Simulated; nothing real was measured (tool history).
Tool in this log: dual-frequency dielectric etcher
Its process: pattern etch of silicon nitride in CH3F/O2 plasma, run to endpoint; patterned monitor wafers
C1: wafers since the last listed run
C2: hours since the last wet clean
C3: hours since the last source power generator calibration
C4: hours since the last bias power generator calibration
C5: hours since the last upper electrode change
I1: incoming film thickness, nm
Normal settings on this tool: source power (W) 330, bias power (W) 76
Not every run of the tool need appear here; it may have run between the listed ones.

{"run": 1, "hour": 0.0, "source power (W)": 330, "bias power (W)": 76, "C1": 0, "C2": 331.1, "C3": 4899.1, "C4": 4081.5, "C5": 5471.5, "I1": 107.9, "endpoint time (s)": 127.5}
{"run": 2, "hour": 8.7, "source power (W)": 330, "bias power (W)": 76, "C1": 41, "C2": 339.8, "C3": 4907.8, "C4": 4090.2, "C5": 5480.2, "I1": 109.3, "endpoint time (s)": 131.1}
{"run": 3, "hour": 25.5, "source power (W)": 330, "bias power (W)": 76, "C1": 81, "C2": 356.6, "C3": 4924.6, "C4": 4107, "C5": 5497, "I1": 109.4, "endpoint time (s)": 131.3}
{"run": 4, "hour": 38.8, "source power (W)": 330, "bias power (W)": 76, "C1": 64, "C2": 369.9, "C3": 4937.9, "C4": 4120.3, "C5": 5510.3, "I1": 109.1, "endpoint time (s)": 130.1}
{"run": 5, "hour": 47.4, "source power (W)": 330, "bias power (W)": 76, "C1": 41, "C2": 378.5, "C3": 4946.5, "C4": 4128.9, "C5": 5518.9, "I1": 109.6, "endpoint time (s)": 132.4}
{"run": 6, "hour": 55.3, "source power (W)": 290, "bias power (W)": 64, "C1": 38, "C2": 386.4, "C3": 4954.4, "C4": 4136.8, "C5": 5526.8, "I1": 110.3, "endpoint time (s)": 145.1}
{"run": 7, "hour": 64.3, "source power (W)": 290, "bias power (W)": 64, "C1": 43, "C2": 395.4, "C3": 4963.4, "C4": 4145.8, "C5": 5535.8, "I1": 109.9, "endpoint time (s)": 141.4}
{"run": 8, "hour": 74.5, "source power (W)": 330, "bias power (W)": 76, "C1": 49, "C2": 405.6, "C3": 4973.6, "C4": 4156, "C5": 5546, "I1": 109, "endpoint time (s)": 129.1}
{"run": 9, "hour": 80.9, "source power (W)": 330, "bias power (W)": 76, "C1": 30, "C2": 412, "C3": 4980, "C4": 4162.4, "C5": 5552.4, "I1": 109.5, "endpoint time (s)": 130.9}
{"run": 10, "hour": 96.6, "source power (W)": 370, "bias power (W)": 90, "C1": 75, "C2": 427.7, "C3": 4995.7, "C4": 4178.1, "C5": 5568.1, "I1": 109.6, "endpoint time (s)": 119.9}
{"run": 11, "hour": 108.6, "source power (W)": 270, "bias power (W)": 70, "C1": 57, "C2": 439.7, "C3": 5007.7, "C4": 4190.1, "C5": 5580.1, "I1": 109.2, "endpoint time (s)": 143}
{"hour": 117.1, "done": "bias power generator calibrated"}
{"hour": 130.2, "done": "source power generator calibrated"}
{"hour": 137.3, "done": "wet clean of the chamber"}
{"run": 12, "hour": 137.8, "source power (W)": 390, "bias power (W)": 83, "C1": 68, "C2": 0.5, "C3": 7.6, "C4": 20.7, "C5": 5609.3, "I1": 109.9, "endpoint time (s)": 119.7}
{"run": 13, "hour": 138.1, "source power (W)": 330, "bias power (W)": 76, "C1": 1, "C2": 0.8, "C3": 7.9, "C4": 21, "C5": 5609.6, "I1": 108.8, "endpoint time (s)": 130.1}
{"run": 14, "hour": 139.6, "source power (W)": 280, "bias power (W)": 68, "C1": 7, "C2": 2.3, "C3": 9.4, "C4": 22.5, "C5": 5611.1, "I1": 109.6, "endpoint time (s)": 139.6}
{"run": 15, "hour": 155.5, "source power (W)": 380, "bias power (W)": 87, "C1": 76, "C2": 18.2, "C3": 25.3, "C4": 38.4, "C5": 5627, "I1": 109.3, "endpoint time (s)": 120.3}
{"hour": 186.1, "done": "upper electrode replaced"}
{"run": 16, "hour": 209.4, "source power (W)": 330, "bias power (W)": 82, "C1": 144, "C2": 72.1, "C3": 79.2, "C4": 92.3, "C5": 23.3, "I1": 109.3, "endpoint time (s)": 127}
{"run": 17, "hour": 217.5, "source power (W)": 290, "bias power (W)": 76, "C1": 39, "C2": 80.2, "C3": 87.3, "C4": 100.4, "C5": 31.4, "I1": 108.9, "endpoint time (s)": 136.6}
{"run": 18, "hour": 226.4, "source power (W)": 290, "bias power (W)": 76, "C1": 42, "C2": 89.1, "C3": 96.2, "C4": 109.3, "C5": 40.3, "I1": 109.5, "endpoint time (s)": 135}
{"run": 19, "hour": 233.5, "source power (W)": 260, "bias power (W)": 76, "C1": 34, "C2": 96.2, "C3": 103.3, "C4": 116.4, "C5": 47.4, "I1": 109.1, "endpoint time (s)": 138.4}

Branching from run 19: 5 alternative next runs. What would each branch give?
{"run": "A", "hour": 234.0, "source power (W)": 410, "bias power (W)": 76, "C1": 2, "C2": 96.7, "C3": 103.8, "C4": 116.9, "C5": 47.9, "I1": 110.5, "endpoint time (s)": "?"}
{"run": "B", "hour": 234.0, "source power (W)": 270, "bias power (W)": 62, "C1": 2, "C2": 96.7, "C3": 103.8, "C4": 116.9, "C5": 47.9, "I1": 110.5, "endpoint time (s)": "?"}
{"run": "C", "hour": 234.0, "source power (W)": 290, "bias power (W)": 62, "C1": 2, "C2": 96.7, "C3": 103.8, "C4": 116.9, "C5": 47.9, "I1": 110.5, "endpoint time (s)": "?"}
{"run": "D", "hour": 234.0, "source power (W)": 270, "bias power (W)": 69, "C1": 2, "C2": 96.7, "C3": 103.8, "C4": 116.9, "C5": 47.9, "I1": 110.5, "endpoint time (s)": "?"}
{"run": "E", "hour": 234.0, "source power (W)": 380, "bias power (W)": 68, "C1": 2, "C2": 96.7, "C3": 103.8, "C4": 116.9, "C5": 47.9, "I1": 110.5, "endpoint time (s)": "?"}

run=A endpoint_time_(s)=124.7
run=B endpoint_time_(s)=150.1
run=C endpoint_time_(s)=147.1
run=D endpoint_time_(s)=145.3
run=E endpoint_time_(s)=132
The same runs, with their run-to-run variation unchanged, on a tool lacking any hidden condition would have given:
run=A endpoint_time_(s)=124.7
run=B endpoint_time_(s)=150.1
run=C endpoint_time_(s)=147.1
run=D endpoint_time_(s)=145.3
run=E endpoint_time_(s)=132
